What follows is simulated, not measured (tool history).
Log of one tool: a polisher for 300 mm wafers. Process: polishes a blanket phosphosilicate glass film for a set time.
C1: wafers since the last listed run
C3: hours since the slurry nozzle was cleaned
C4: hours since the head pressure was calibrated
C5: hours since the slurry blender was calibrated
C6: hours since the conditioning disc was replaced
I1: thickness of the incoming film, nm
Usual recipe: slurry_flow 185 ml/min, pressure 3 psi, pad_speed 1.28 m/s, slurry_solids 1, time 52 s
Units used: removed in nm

{"run": 1, "hour": 0.0, "slurry_flow": 230, "pressure": 3, "pad_speed": 1.28, "slurry_solids": 1, "time": 52, "C1": 0, "wafers polished on this pad": 3959, "C3": 278.1, "C4": 233.4, "C5": 220.4, "C6": 414.4, "I1": 2703.8, "removed": 594.9}
{"hour": 44.8, "done": "slurry nozzle cleaned"}
{"hour": 70.7, "done": "worn pad replaced by a new one"}
{"hour": 71.8, "done": "head pressure recalibrated"}
{"run": 2, "hour": 72.3, "slurry_flow": 230, "pressure": 3, "pad_speed": 1.28, "slurry_solids": 1, "time": 52, "C1": 862, "wafers polished on this pad": 5, "C3": 27.5, "C4": 0.5, "C5": 292.7, "C6": 486.7, "I1": 2669.8, "removed": 592.7}
{"hour": 114.9, "done": "slurry blender recalibrated"}
{"hour": 128.8, "done": "conditioning disc replaced and pad reconditioned"}
{"run": 3, "hour": 175.0, "slurry_flow": 160, "pressure": 3, "pad_speed": 1.28, "slurry_solids": 0.85, "time": 52, "C1": 1286, "wafers polished on this pad": 1292, "C3": 130.2, "C4": 103.2, "C5": 60.1, "C6": 46.2, "I1": 2616.8, "removed": 522.9}
{"run": 4, "hour": 199.2, "slurry_flow": 185, "pressure": 3, "pad_speed": 1.28, "slurry_solids": 1, "time": 52, "C1": 315, "wafers polished on this pad": 1607, "C3": 154.4, "C4": 127.4, "C5": 84.3, "C6": 70.4, "I1": 2627, "removed": 579.5}
{"run": 5, "hour": 251.7, "slurry_flow": 185, "pressure": 3, "pad_speed": 1.28, "slurry_solids": 1, "time": 52, "C1": 684, "wafers polished on this pad": 2291, "C3": 206.9, "C4": 179.9, "C5": 136.8, "C6": 122.9, "I1": 2621.3, "removed": 571.6}
{"run": 6, "hour": 359.3, "slurry_flow": 185, "pressure": 3, "pad_speed": 1.28, "slurry_solids": 1, "time": 52, "C1": 1402, "wafers polished on this pad": 3693, "C3": 314.5, "C4": 287.5, "C5": 244.4, "C6": 230.5, "I1": 2685.9, "removed": 575}
{"hour": 397.5, "done": "head pressure recalibrated"}
{"hour": 397.9, "done": "slurry nozzle cleaned"}
{"run": 7, "hour": 398.4, "slurry_flow": 185, "pressure": 3, "pad_speed": 1.28, "slurry_solids": 1, "time": 52, "C1": 478, "wafers polished on this pad": 4171, "C3": 0.5, "C4": 0.9, "C5": 283.5, "C6": 269.6, "I1": 2693.7, "removed": 568.4}
{"hour": 427.3, "done": "worn pad replaced by a new one"}
{"hour": 449.4, "done": "slurry blender recalibrated"}
{"run": 8, "hour": 457.8, "slurry_flow": 185, "pressure": 3, "pad_speed": 1.28, "slurry_solids": 1, "time": 52, "C1": 695, "wafers polished on this pad": 371, "C3": 59.9, "C4": 60.3, "C5": 8.4, "C6": 329, "I1": 2614.7, "removed": 571}
{"run": 9, "hour": 506.4, "slurry_flow": 185, "pressure": 3, "pad_speed": 1.28, "slurry_solids": 1, "time": 52, "C1": 633, "wafers polished on this pad": 1005, "C3": 108.5, "C4": 108.9, "C5": 57, "C6": 377.6, "I1": 2686.4, "removed": 581.4}
{"run": 10, "hour": 547.5, "slurry_flow": 185, "pressure": 3, "pad_speed": 1.28, "slurry_solids": 1, "time": 52, "C1": 535, "wafers polished on this pad": 1540, "C3": 149.6, "C4": 150, "C5": 98.1, "C6": 418.7, "I1": 2700.4, "removed": 574.9}
{"hour": 644.9, "done": "conditioning disc replaced and pad reconditioned"}
{"run": 11, "hour": 712.3, "slurry_flow": 185, "pressure": 3, "pad_speed": 1.28, "slurry_solids": 1, "time": 52, "C1": 2121, "wafers polished on this pad": 3662, "C3": 314.4, "C4": 314.8, "C5": 262.9, "C6": 67.4, "I1": 2625.9, "removed": 572.5}
{"run": 12, "hour": 737.5, "slurry_flow": 185, "pressure": 3, "pad_speed": 1.28, "slurry_solids": 1, "time": 52, "C1": 328, "wafers polished on this pad": 3990, "C3": 339.6, "C4": 340, "C5": 288.1, "C6": 92.6, "I1": 2676.8, "removed": 582.9}
{"hour": 762.3, "done": "head pressure recalibrated"}
{"hour": 762.4, "done": "slurry blender recalibrated"}
{"hour": 774.5, "done": "slurry nozzle cleaned"}
{"hour": 801.4, "done": "worn pad replaced by a new one"}
{"run": 13, "hour": 866.0, "slurry_flow": 185, "pressure": 3, "pad_speed": 1.1, "slurry_solids": 1.25, "time": 52, "C1": 1581, "wafers polished on this pad": 842, "C3": 91.5, "C4": 103.7, "C5": 103.6, "C6": 221.1, "I1": 2621.1, "removed": 585.4}
{"run": 14, "hour": 1034.0, "slurry_flow": 230, "pressure": 3, "pad_speed": 1.28, "slurry_solids": 1, "time": 52, "C1": 2189, "wafers polished on this pad": 3031, "C3": 259.5, "C4": 271.7, "C5": 271.6, "C6": 389.1, "I1": 2682.1, "removed": 594.4}
{"hour": 1044.5, "done": "head pressure recalibrated"}
{"run": 15, "hour": 1061.6, "slurry_flow": 185, "pressure": 3, "pad_speed": 1.04, "slurry_solids": 1, "time": 52, "C1": 333, "wafers polished on this pad": 3365, "C3": 287.1, "C4": 17.1, "C5": 299.2, "C6": 416.7, "I1": 2705.9, "removed": 513.9}
{"hour": 1096.1, "done": "slurry nozzle cleaned"}
{"hour": 1120.9, "done": "slurry blender recalibrated"}
{"run": 16, "hour": 1121.4, "slurry_flow": 185, "pressure": 3, "pad_speed": 1.28, "slurry_solids": 1, "time": 52, "C1": 740, "wafers polished on this pad": 4105, "C3": 25.3, "C4": 76.9, "C5": 0.5, "C6": 476.5, "I1": 2618.3, "removed": 576}
{"hour": 1161.6, "done": "conditioning disc replaced and pad reconditioned"}
{"hour": 1172.1, "done": "worn pad replaced by a new one"}
{"run": 17, "hour": 1173.9, "slurry_flow": 185, "pressure": 3, "pad_speed": 1.28, "slurry_solids": 1, "time": 52, "C1": 605, "wafers polished on this pad": 23, "C3": 77.8, "C4": 129.4, "C5": 53, "C6": 12.3, "I1": 2638.9, "removed": 573.2}
{"run": 18, "hour": 1226.3, "slurry_flow": 160, "pressure": 2.6, "pad_speed": 0.88, "slurry_solids": 0.85, "time": 52, "C1": 682, "wafers polished on this pad": 706, "C3": 130.2, "C4": 181.8, "C5": 105.4, "C6": 64.7, "I1": 2656.8, "removed": 375.8}
{"run": 19, "hour": 1297.7, "slurry_flow": 130, "pressure": 3.7, "pad_speed": 1.62, "slurry_solids": 1, "time": 52, "C1": 930, "wafers polished on this pad": 1636, "C3": 201.6, "C4": 253.2, "C5": 176.8, "C6": 136.1, "I1": 2683.9, "removed": 773.1}
{"run": 20, "hour": 1328.6, "slurry_flow": 210, "pressure": 2.6, "pad_speed": 1.28, "slurry_solids": 1, "time": 52, "C1": 402, "wafers polished on this pad": 2039, "C3": 232.5, "C4": 284.1, "C5": 207.7, "C6": 167, "I1": 2666, "removed": 506.6}
{"run": 21, "hour": 1354.2, "slurry_flow": 220, "pressure": 2.7, "pad_speed": 0.88, "slurry_solids": 0.75, "time": 52, "C1": 333, "wafers polished on this pad": 2373, "C3": 258.1, "C4": 309.7, "C5": 233.3, "C6": 192.6, "I1": 2658.8, "removed": 384.2}
{"hour": 1379.9, "done": "head pressure recalibrated"}
{"hour": 1395.3, "done": "slurry nozzle cleaned"}
{"run": 22, "hour": 1413.4, "slurry_flow": 235, "pressure": 3, "pad_speed": 1.68, "slurry_solids": 0.8, "time": 46, "C1": 732, "wafers polished on this pad": 3105, "C3": 18.1, "C4": 33.5, "C5": 292.5, "C6": 251.8, "I1": 2670.4, "removed": 548.3}
{"run": 23, "hour": 1450.9, "slurry_flow": 185, "pressure": 3, "pad_speed": 1.28, "slurry_solids": 1, "time": 52, "C1": 488, "wafers polished on this pad": 3594, "C3": 55.6, "C4": 71, "C5": 330, "C6": 289.3, "I1": 2610.9, "removed": 583.9}
{"hour": 1485.2, "done": "slurry blender recalibrated"}
{"hour": 1511.4, "done": "worn pad replaced by a new one"}
{"run": 24, "hour": 1511.9, "slurry_flow": 220, "pressure": 2.2, "pad_speed": 1.28, "slurry_solids": 0.75, "time": 52, "C1": 716, "wafers polished on this pad": 6, "C3": 116.6, "C4": 132, "C5": 26.7, "C6": 350.3, "I1": 2632.4, "removed": 384.7}
{"run": 25, "hour": 1556.2, "slurry_flow": 185, "pressure": 3, "pad_speed": 1.48, "slurry_solids": 1, "time": 63, "C1": 577, "wafers polished on this pad": 583, "C3": 160.9, "C4": 176.3, "C5": 71, "C6": 394.6, "I1": 2649, "removed": 758.7}
{"run": 26, "hour": 1625.7, "slurry_flow": 185, "pressure": 3, "pad_speed": 1.28, "slurry_solids": 1, "time": 52, "C1": 905, "wafers polished on this pad": 1489, "C3": 230.4, "C4": 245.8, "C5": 140.5, "C6": 464.1, "I1": 2653.4, "removed": 581.3}

3 options for the next run, each taken on its own from the tool as it stands now. Forecast them:
{"run": "A", "hour": 1626.1, "slurry_flow": 185, "pressure": 3, "pad_speed": 1.28, "slurry_solids": 1, "time": 52, "C1": 5, "wafers polished on this pad": 1494, "C3": 230.8, "C4": 246.2, "C5": 140.9, "C6": 464.5, "I1": 2648.6, "removed": "?"}
{"run": "B", "hour": 1626.1, "slurry_flow": 125, "pressure": 3, "pad_speed": 1.66, "slurry_solids": 1.25, "time": 35, "C1": 5, "wafers polished on this pad": 1494, "C3": 230.8, "C4": 246.2, "C5": 140.9, "C6": 464.5, "I1": 2648.6, "removed": "?"}
{"run": "C", "hour": 1626.1, "slurry_flow": 185, "pressure": 3, "pad_speed": 1.28, "slurry_solids": 1, "time": 69, "C1": 5, "wafers polished on this pad": 1494, "C3": 230.8, "C4": 246.2, "C5": 140.9, "C6": 464.5, "I1": 2648.6, "removed": "?"}

run=A removed=578
run=B removed=461.7
run=C removed=767
Without the tool's unlogged condition, the same runs would have read:
run=A removed=578
run=B removed=461.7
run=C removed=767

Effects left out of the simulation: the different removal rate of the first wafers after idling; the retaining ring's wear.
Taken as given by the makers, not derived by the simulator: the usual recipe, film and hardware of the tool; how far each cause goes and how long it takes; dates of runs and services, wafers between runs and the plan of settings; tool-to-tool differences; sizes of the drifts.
